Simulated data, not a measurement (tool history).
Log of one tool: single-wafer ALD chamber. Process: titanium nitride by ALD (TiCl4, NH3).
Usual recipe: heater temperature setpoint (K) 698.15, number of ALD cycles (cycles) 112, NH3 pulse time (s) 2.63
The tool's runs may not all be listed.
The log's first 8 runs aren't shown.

run,day,heater temperature setpoint (K),number of ALD cycles (cycles),NH3 pulse time (s),"read-back reference wafer on the same gauge, thickness_nm",mean film thickness on the monitor wafer (nm)
9,7.329,698.15,96,2.63,2.225,2.236
10,8.621,698.15,96,2.63,2.227,2.243
11,10.046,698.15,96,2.63,2.229,2.236
# day 11.462: thermocouple changed; heater temperature recalibrated
# day 11.604: showerhead replaced
12,11.625,698.15,103,2.13,2.232,2.391
13,12.371,698.15,103,2.13,2.233,2.395
14,13.321,698.15,103,2.13,2.234,2.392
15,14.038,702.15,121,2.63,2.235,2.818
16,15.312,702.15,121,2.63,2.238,2.826
17,16.425,702.15,121,2.63,2.241,2.847
18,17.558,706.15,112,2.63,2.243,2.628
19,18.654,698.15,112,2.63,2.245,2.623
20,20.058,698.15,112,1.74,2.248,2.611
21,20.842,692.15,97,2.63,2.25,2.276

Estimate the outcome of run 22 from the log above:
22,22.246,711.15,126,3.52,?,?

Logged for run 22: read-back reference wafer on the same gauge, thickness_nm 2.253, mean film thickness on the monitor wafer (nm) 2.989.
The same run, on a tool lacking any hidden state, would have yielded mean film thickness on the monitor wafer (nm) 2.931.

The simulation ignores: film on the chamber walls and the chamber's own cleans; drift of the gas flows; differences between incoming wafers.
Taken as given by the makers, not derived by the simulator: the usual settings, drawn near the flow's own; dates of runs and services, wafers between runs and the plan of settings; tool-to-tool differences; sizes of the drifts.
